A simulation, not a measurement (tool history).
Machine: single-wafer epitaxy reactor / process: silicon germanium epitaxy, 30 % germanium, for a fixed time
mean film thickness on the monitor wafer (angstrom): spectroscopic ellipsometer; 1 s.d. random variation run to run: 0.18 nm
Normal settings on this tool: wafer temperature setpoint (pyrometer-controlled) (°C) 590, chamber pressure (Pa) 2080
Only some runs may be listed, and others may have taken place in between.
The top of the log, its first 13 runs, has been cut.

run,hour,wafer temperature setpoint (pyrometer-controlled) (°C),chamber pressure (Pa),wafers since the last listed run,hours since the last pyrometer calibration,hours since the last manometer calibration,hours since the showerhead was replaced,hours since the gauge calibration,"read-back reference wafer on the same gauge, thickness_nm",mean film thickness on the monitor wafer (angstrom)
# hour 151.5: capacitance manometer re-zeroed and calibrated
14,152,599,2226,7,16.2,0.5,140.2,98.2,37.325,555.6
15,163.8,590,2080,171,28,12.3,152,110,37.328,444.27
16,173.2,602,1933,136,37.4,21.7,161.4,119.4,37.265,545.35
17,187.6,590,1787,209,51.8,36.1,175.8,133.8,37.268,405.03
18,202.6,604,2520,217,66.8,51.1,190.8,148.8,37.297,647.76
19,209.1,590,2080,94,73.3,57.6,197.3,155.3,37.306,439.38
20,224.9,599,2480,229,89.1,73.4,213.1,171.1,37.28,577.22
21,237.1,582,1627,177,101.3,85.6,225.3,183.3,37.301,323.16
22,244.2,590,2080,103,108.4,92.7,232.4,190.4,37.254,439.09
23,274.8,577,2426,444,139,123.3,263,221,37.298,356.41
24,288.7,582,2480,201,152.9,137.2,276.9,234.9,37.323,403.94
25,297.7,579,2213,130,161.9,146.2,285.9,243.9,37.297,355.2
26,307.9,577,2080,148,172.1,156.4,296.1,254.1,37.252,327.61
27,318.4,582,1907,152,182.6,166.9,306.6,264.6,37.286,347.87
28,335.7,597,2213,251,199.9,184.2,323.9,281.9,37.278,520.5
29,341.7,590,2080,87,205.9,190.2,329.9,287.9,37.324,436.19
30,355.1,594,2080,194,219.3,203.6,343.3,301.3,37.329,472.86
31,369.5,602,2480,209,233.7,218,357.7,315.7,37.311,610.83
32,378.3,590,2586,127,242.5,226.8,366.5,324.5,37.296,486.19
33,384.5,586,2480,90,248.7,233,372.7,330.7,37.334,432.45
34,395.3,597,1693,156,259.5,243.8,383.5,341.5,37.276,447.67
35,405.1,590,2080,142,269.3,253.6,393.3,351.3,37.303,432.7
36,421.3,599,2346,235,285.5,269.8,409.5,367.5,37.32,552.47

Forecast each of these 3 alternatives for the next run:
A,421.7,590,2080,5,285.9,270.2,409.9,367.9,?,?
B,421.7,583,2080,5,285.9,270.2,409.9,367.9,?,?
C,421.7,604,2266,5,285.9,270.2,409.9,367.9,?,?

run,"read-back reference wafer on the same gauge, thickness_nm",mean film thickness on the monitor wafer (angstrom)
A,37.277,434.04
B,37.277,373.28
C,37.277,608.31
Stripped of hidden state, with their random variation kept, the same runs would have yielded:
run,mean film thickness on the monitor wafer (angstrom)
A,439.98
B,378.48
C,616.34

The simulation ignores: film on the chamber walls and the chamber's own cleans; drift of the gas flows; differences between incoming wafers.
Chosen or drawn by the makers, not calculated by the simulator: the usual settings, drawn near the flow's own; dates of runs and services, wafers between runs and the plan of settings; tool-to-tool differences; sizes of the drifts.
